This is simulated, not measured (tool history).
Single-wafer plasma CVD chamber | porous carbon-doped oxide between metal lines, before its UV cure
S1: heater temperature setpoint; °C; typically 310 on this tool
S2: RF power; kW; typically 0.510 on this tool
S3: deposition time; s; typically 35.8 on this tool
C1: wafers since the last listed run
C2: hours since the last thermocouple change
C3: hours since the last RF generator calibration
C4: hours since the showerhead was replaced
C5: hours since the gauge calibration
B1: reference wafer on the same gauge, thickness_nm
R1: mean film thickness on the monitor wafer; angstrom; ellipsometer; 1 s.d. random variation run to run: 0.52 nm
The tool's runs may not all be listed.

run	hour	S1	S2	S3	C1	C2	C3	C4	C5	B1	R1
1	0.0	310	0.510	35.8	0	1771.4	350.9	2629.4	677.1	213.885	1889.50
2	64.7	310	0.510	35.8	1300	1836.1	415.6	2694.1	741.8	213.862	1893.16
3	112.9	310	0.510	35.8	968	1884.3	463.8	2742.3	790.0	213.913	1886.98
4	160.5	310	0.535	35.8	956	1931.9	511.4	2789.9	837.6	214.034	1947.91
5	195.0	310	0.535	35.8	693	1966.4	545.9	2824.4	872.1	214.033	1952.90
6	248.5	310	0.510	35.8	1075	2019.9	599.4	2877.9	925.6	213.962	1869.12
7	307.4	310	0.510	35.8	1183	2078.8	658.3	2936.8	984.5	214.038	1863.66
8	334.9	310	0.510	35.8	552	2106.3	685.8	2964.3	1012.0	214.091	1862.18
9	381.6	310	0.510	30.2	938	2153.0	732.5	3011.0	1058.7	213.783	1566.72
# hour 407.5: RF generator calibrated
10	421.2	310	0.510	30.2	635	2192.6	13.7	3050.6	1098.3	214.128	1610.73
11	473.7	310	0.510	35.8	1055	2245.1	66.2	3103.1	1150.8	213.932	1896.57
12	500.5	310	0.510	35.8	538	2271.9	93.0	3129.9	1177.6	213.872	1906.94
# hour 535.5: thermocouple changed; heater temperature recalibrated
13	559.5	304	0.415	32.8	1025	24.0	152.0	3188.9	1236.6	214.039	1524.89
14	604.8	304	0.510	35.8	910	69.3	197.3	3234.2	1281.9	214.029	2003.59
15	635.5	310	0.510	40.0	617	100.0	228.0	3264.9	1312.6	213.766	2165.98
16	695.5	310	0.510	35.8	1206	160.0	288.0	3324.9	1372.6	213.806	1931.27
17	748.3	310	0.575	35.8	1061	212.8	340.8	3377.7	1425.4	213.883	2121.50
# hour 757.4: gauge calibrated
18	783.1	310	0.510	35.8	699	247.6	375.6	3412.5	25.7	214.011	1920.05
# hour 793.1: showerhead replaced
19	942.0	317	0.465	31.9	3033	406.5	534.5	148.9	184.6	214.046	1520.30
20	978.0	324	0.430	31.5	723	442.5	570.5	184.9	220.6	214.080	1342.28
21	1030.6	310	0.510	35.8	1057	495.1	623.1	237.5	273.2	214.312	1882.80
22	1068.8	324	0.510	35.8	767	533.3	661.3	275.7	311.4	213.996	1753.30
23	1098.9	301	0.435	29.7	605	563.4	691.4	305.8	341.5	214.108	1402.11
24	1127.6	300	0.415	35.8	576	592.1	720.1	334.5	370.2	213.939	1610.65
25	1182.2	296	0.540	38.3	1097	646.7	774.7	389.1	424.8	214.065	2213.30

3 ways to go on from here, each from the tool as it stands after run 25. What would each give?
A	1182.6	310	0.510	35.8	8	647.1	775.1	389.5	425.2	?	?
B	1182.6	310	0.580	35.8	8	647.1	775.1	389.5	425.2	?	?
C	1182.6	300	0.510	42.4	8	647.1	775.1	389.5	425.2	?	?

run	B1	R1
A	213.908	1852.25
B	213.908	2055.79
C	213.908	2291.25
With no hidden state in the tool, these same runs would have given:
run	R1
A	1950.87
B	2162.68
C	2415.12
